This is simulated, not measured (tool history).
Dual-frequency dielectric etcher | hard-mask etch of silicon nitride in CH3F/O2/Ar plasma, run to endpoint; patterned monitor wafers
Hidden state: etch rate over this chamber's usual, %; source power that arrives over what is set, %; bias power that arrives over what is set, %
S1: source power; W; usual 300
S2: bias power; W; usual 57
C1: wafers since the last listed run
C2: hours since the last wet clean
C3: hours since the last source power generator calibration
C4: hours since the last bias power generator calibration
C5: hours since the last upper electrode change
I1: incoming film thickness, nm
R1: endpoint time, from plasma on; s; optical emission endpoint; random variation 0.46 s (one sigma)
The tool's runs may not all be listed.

run	hour	S1	S2	C1	C2	C3	C4	C5	I1	R1
1	0.0	300	57	0	225.6	3225.1	1.7	0.5	50.1	89.7
2	55.6	300	57	967	281.2	3280.7	57.3	56.1	50.2	90.8
3	82.8	300	57	473	308.4	3307.9	84.5	83.3	49.7	90.1
4	95.7	300	57	224	321.3	3320.8	97.4	96.2	50.4	91.3
5	117.5	300	57	379	343.1	3342.6	119.2	118.0	50.3	90.7
6	140.6	300	57	401	366.2	3365.7	142.3	141.1	50.5	91.8
7	160.9	270	57	353	386.5	3386.0	162.6	161.4	49.8	95.2
8	185.6	300	57	429	411.2	3410.7	187.3	186.1	50.3	91.3
9	216.4	300	57	535	442.0	3441.5	218.1	216.9	49.7	91.2
10	237.7	270	48	370	463.3	3462.8	239.4	238.2	50.1	99.8
11	264.3	270	48	462	489.9	3489.4	266.0	264.8	50.2	100.9
12	287.1	260	69	396	512.7	3512.2	288.8	287.6	49.7	91.4
13	318.4	250	53	544	544.0	3543.5	320.1	318.9	50.3	101.0
14	352.8	300	57	598	578.4	3577.9	354.5	353.3	50.1	93.1
15	373.4	300	57	358	599.0	3598.5	375.1	373.9	50.2	93.1
16	389.3	300	57	276	614.9	3614.4	391.0	389.8	49.7	91.9
# hour 419.1: wet clean of the chamber
17	419.6	300	57	109	0.5	3644.7	421.3	420.1	50.4	89.1
18	425.3	330	64	99	6.2	3650.4	427.0	425.8	50.1	83.0
19	443.2	300	62	311	24.1	3668.3	444.9	443.7	50.2	87.3
20	466.2	230	70	400	47.1	3691.3	467.9	466.7	50.5	94.5
21	485.9	360	70	342	66.8	3711.0	487.6	486.4	50.2	79.2
22	514.7	300	57	500	95.6	3739.8	516.4	515.2	49.9	89.3
23	546.6	340	69	554	127.5	3771.7	548.3	547.1	50.5	82.1
24	563.1	330	62	287	144.0	3788.2	564.8	563.6	50.0	85.0
# hour 628.3: source power generator calibrated
25	654.4	220	50	1518	235.3	26.1	656.1	654.9	50.1	106.6
26	683.7	300	57	509	264.6	55.4	685.4	684.2	49.8	90.7
27	718.2	240	70	600	299.1	89.9	719.9	718.7	49.7	93.8
28	745.9	250	69	481	326.8	117.6	747.6	746.4	49.8	92.2
29	781.1	370	57	612	362.0	152.8	782.8	781.6	50.7	85.5
30	804.2	300	57	401	385.1	175.9	805.9	804.7	50.1	91.7
31	820.6	340	52	285	401.5	192.3	822.3	821.1	50.3	90.5
32	856.1	300	47	617	437.0	227.8	857.8	856.6	50.8	98.2
33	882.2	230	64	453	463.1	253.9	883.9	882.7	49.6	99.3
34	910.9	270	64	499	491.8	282.6	912.6	911.4	50.3	93.8
35	932.4	320	69	373	513.3	304.1	934.1	932.9	50.3	86.0
36	946.6	300	57	246	527.5	318.3	948.3	947.1	49.7	91.4

Forecast each of these 3 alternatives for the next run:
A	947.0	300	57	6	527.9	318.7	948.7	947.5	50.3	?
B	947.0	320	71	6	527.9	318.7	948.7	947.5	50.3	?
C	947.0	340	67	6	527.9	318.7	948.7	947.5	50.3	?

run	R1
A	93.4
B	85.6
C	85.0
Without the tool's hidden state the same runs would have given:
run	R1
A	89.7
B	82.3
C	81.7

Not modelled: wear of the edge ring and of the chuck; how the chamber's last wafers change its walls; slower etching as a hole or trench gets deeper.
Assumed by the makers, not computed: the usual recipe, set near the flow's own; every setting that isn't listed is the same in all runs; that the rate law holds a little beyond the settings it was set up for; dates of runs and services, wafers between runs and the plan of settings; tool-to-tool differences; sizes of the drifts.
